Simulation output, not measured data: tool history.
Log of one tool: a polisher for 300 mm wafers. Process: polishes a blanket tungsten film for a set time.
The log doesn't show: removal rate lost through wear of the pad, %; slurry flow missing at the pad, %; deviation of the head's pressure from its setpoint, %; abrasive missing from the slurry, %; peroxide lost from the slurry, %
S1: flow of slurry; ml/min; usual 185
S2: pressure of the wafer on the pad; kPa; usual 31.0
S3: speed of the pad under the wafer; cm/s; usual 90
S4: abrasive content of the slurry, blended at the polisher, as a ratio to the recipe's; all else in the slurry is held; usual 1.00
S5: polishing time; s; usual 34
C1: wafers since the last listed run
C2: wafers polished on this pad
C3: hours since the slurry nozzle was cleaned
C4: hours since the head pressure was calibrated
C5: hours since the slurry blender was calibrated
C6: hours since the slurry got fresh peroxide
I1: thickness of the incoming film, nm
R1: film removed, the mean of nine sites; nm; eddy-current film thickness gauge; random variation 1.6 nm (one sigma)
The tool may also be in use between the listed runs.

run    hour   S1    S2   S3    S4  S5    C1    C2     C3     C4     C5     C6     I1     R1
  1     0.0  185  31.0   90  1.00  34     0  2827  188.5   28.9  112.3  177.1  827.9  154.9
  2    53.3  185  40.0   90  1.00  34   916  3743  241.8   82.2  165.6  230.4  832.8  194.9
  3   126.6  185  40.0   90  1.00  34  1259  5003  315.1  155.5  238.9  303.7  804.2  189.6
      246.9  -- slurry tank refilled with fresh slurry and peroxide
      253.2  -- worn pad replaced by a new one
      299.4  -- slurry nozzle cleaned
      300.9  -- slurry blender recalibrated
  4   321.9  150  31.0   90  1.15  34  3226  1137   22.5  350.8   21.0   75.0  810.3  154.5
  5   396.3  150  31.0   90  1.15  34  1278  2416   96.9  425.2   95.4  149.4  817.4  152.5
      428.7  -- head pressure recalibrated
  6   477.2  150  31.0   90  1.15  34  1356  3772  177.8   48.5  176.3  230.3  815.3  151.4
  7   537.7  185  31.0   90  1.00  34  1039  4812  238.3  109.0  236.8  290.8  813.4  148.7
      628.4  -- worn pad replaced by a new one
      659.7  -- slurry blender recalibrated
      688.1  -- slurry tank refilled with fresh slurry and peroxide
      731.5  -- slurry nozzle cleaned
  8   809.8  185  31.0   90  1.00  34  4539  3049   78.3  381.1  150.1  121.7  820.2  151.7
  9   852.3  185  31.0   90  1.00  34   730  3779  120.8  423.6  192.6  164.2  820.8  152.1
      868.3  -- head pressure recalibrated
 10   925.2  185  31.0   90  1.00  34  1218  4998  193.7   56.9  265.5  237.1  823.0  151.2
 11   968.2  185  31.0   90  1.00  34   739  5737  236.7   99.9  308.5  280.1  813.0  145.6
 12  1034.6  185  31.0   90  1.00  34  1141  6878  303.1  166.3  374.9  346.5  811.0  144.6
     1063.7  -- worn pad replaced by a new one
     1108.3  -- slurry blender recalibrated
     1108.4  -- slurry tank refilled with fresh slurry and peroxide
 13  1135.0  225  31.0   60  0.75  39  1620  1189  403.5  266.7   26.7   26.6  818.3  119.9
     1148.3  -- slurry nozzle cleaned
 14  1199.5  235  21.4   58  1.00  41  1091  2281   51.2  331.2   91.2   91.1  835.4   88.1
 15  1239.2  155  26.2   90  1.15  34   682  2963   90.9  370.9  130.9  130.8  828.8  130.5
 16  1278.5  215  39.3   62  1.15  34   675  3639  130.2  410.2  170.2  170.1  820.3  142.1
     1328.6  -- head pressure recalibrated
 17  1347.6  185  37.2  110  0.90  38  1153  4792  199.3   19.0  239.3  239.2  830.3  234.3
 18  1424.5  205  31.0  108  0.85  44  1321  6114  276.2   95.9  316.2  316.1  820.2  219.3
     1480.8  -- worn pad replaced by a new one
 19  1481.8  150  31.0   90  1.15  34   916    17  333.5  153.2  373.5  373.4  822.8  159.3
     1505.8  -- slurry tank refilled with fresh slurry and peroxide
 20  1554.7  185  31.0   90  0.90  34  1235  1253  406.4  226.1  446.4   48.9  837.6  152.1
     1585.7  -- slurry blender recalibrated
     1611.4  -- slurry nozzle cleaned
 21  1619.1  185  31.0   90  1.00  34  1055  2308    7.7  290.5   33.4  113.3  817.9  155.6
     1707.3  -- head pressure recalibrated
 22  1721.3  125  34.5  102  1.00  46  1722  4030  109.9   14.0  135.6  215.5  812.9  237.2
 23  1805.2  145  42.1   90  1.00  34  1442  5473  193.8   97.9  219.5  299.4  831.8  190.6
 24  1876.3  135  23.4  104  1.25  34  1222  6695  264.9  169.0  290.6  370.5  816.2  126.9
     1905.1  -- worn pad replaced by a new one
 25  1942.2  185  31.0   90  1.00  34  1063   637  330.8  234.9  356.5  436.4  812.3  155.0
     1960.0  -- slurry tank refilled with fresh slurry and peroxide
     1992.8  -- slurry blender recalibrated
 26  1997.8  140  31.0   90  1.00  34   904  1541  386.4  290.5    5.0   37.8  822.3  148.6

Measured less the same run without the tool's hidden state. The same run-to-run variation is in both; the gauge's scatter may not be:
run     R1
  1   -7.4
  2  -12.0
  3  -15.4
  4   -3.1
  5   -5.8
  6   -8.9
  7  -11.1
  8   -7.2
  9   -8.9
 10  -11.7
 11  -13.1
 12  -15.6
 13   -2.8
 14   -3.4
 15   -6.5
 16   -8.5
 17  -18.3
 18  -21.8
 19   -1.5
 20   -4.2
 21   -6.7
 22  -16.5
 23  -17.7
 24  -14.3
 25   -1.8
 26   -3.7

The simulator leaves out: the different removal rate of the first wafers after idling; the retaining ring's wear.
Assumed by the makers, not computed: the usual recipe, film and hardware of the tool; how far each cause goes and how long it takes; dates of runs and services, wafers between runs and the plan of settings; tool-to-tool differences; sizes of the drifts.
